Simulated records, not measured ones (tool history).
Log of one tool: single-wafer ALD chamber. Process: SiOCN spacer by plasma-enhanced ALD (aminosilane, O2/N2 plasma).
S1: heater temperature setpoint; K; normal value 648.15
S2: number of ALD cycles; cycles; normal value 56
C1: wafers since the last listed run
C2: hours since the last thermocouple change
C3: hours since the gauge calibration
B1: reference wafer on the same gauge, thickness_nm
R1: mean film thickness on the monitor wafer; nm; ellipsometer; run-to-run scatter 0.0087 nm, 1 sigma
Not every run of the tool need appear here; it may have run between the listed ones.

| run | hour | S1 | S2 | C1 | C2 | C3 | B1 | R1 |
|---|---|---|---|---|---|---|---|---|
| 1 | 0.0 | 648.15 | 56 | 0 | 1840.1 | 49.1 | 3.199 | 3.472 |
| 2 | 18.2 | 648.15 | 56 | 85 | 1858.3 | 67.3 | 3.194 | 3.446 |
| 3 | 32.6 | 645.15 | 56 | 67 | 1872.7 | 81.7 | 3.192 | 3.451 |
| 4 | 66.2 | 645.15 | 56 | 157 | 1906.3 | 115.3 | 3.187 | 3.439 |
| 5 | 83.2 | 645.15 | 56 | 79 | 1923.3 | 132.3 | 3.182 | 3.434 |
| 6 | 110.5 | 648.15 | 48 | 128 | 1950.6 | 159.6 | 3.184 | 2.954 |
| 7 | 143.1 | 648.15 | 48 | 152 | 1983.2 | 192.2 | 3.179 | 2.940 |
|  | 155.6 | thermocouple changed; heater temperature recalibrated |
| 8 | 166.0 | 642.15 | 45 | 69 | 10.4 | 215.1 | 3.179 | 2.771 |
| 9 | 186.7 | 640.15 | 53 | 97 | 31.1 | 235.8 | 3.179 | 3.269 |
| 10 | 217.6 | 648.15 | 56 | 144 | 62.0 | 266.7 | 3.175 | 3.434 |
| 11 | 243.8 | 648.15 | 67 | 122 | 88.2 | 292.9 | 3.175 | 4.113 |
|  | 257.8 | gauge calibrated |
| 12 | 275.3 | 648.15 | 56 | 147 | 119.7 | 17.5 | 3.201 | 3.472 |
| 13 | 297.8 | 654.15 | 52 | 105 | 142.2 | 40.0 | 3.192 | 3.218 |
| 14 | 320.6 | 648.15 | 56 | 106 | 165.0 | 62.8 | 3.189 | 3.441 |
| 15 | 356.2 | 656.15 | 59 | 167 | 200.6 | 98.4 | 3.180 | 3.633 |

Below are 5 alternative next runs, each starting from the tool's condition after run 15. Predict each:
| A | 356.7 | 648.15 | 51 | 2 | 201.1 | 98.9 | ? | ? |
| B | 356.7 | 658.15 | 46 | 2 | 201.1 | 98.9 | ? | ? |
| C | 356.7 | 634.15 | 60 | 2 | 201.1 | 98.9 | ? | ? |
| D | 356.7 | 643.15 | 50 | 2 | 201.1 | 98.9 | ? | ? |
| E | 356.7 | 635.15 | 67 | 2 | 201.1 | 98.9 | ? | ? |

| run | B1 | R1 |
|---|---|---|
| A | 3.182 | 3.153 |
| B | 3.182 | 2.844 |
| C | 3.182 | 3.709 |
| D | 3.182 | 3.091 |
| E | 3.182 | 4.142 |
With the hidden condition removed and each run's random variation left untouched, the same runs would have given:
| run | R1 |
|---|---|
| A | 3.180 |
| B | 2.868 |
| C | 3.741 |
| D | 3.117 |
| E | 4.177 |

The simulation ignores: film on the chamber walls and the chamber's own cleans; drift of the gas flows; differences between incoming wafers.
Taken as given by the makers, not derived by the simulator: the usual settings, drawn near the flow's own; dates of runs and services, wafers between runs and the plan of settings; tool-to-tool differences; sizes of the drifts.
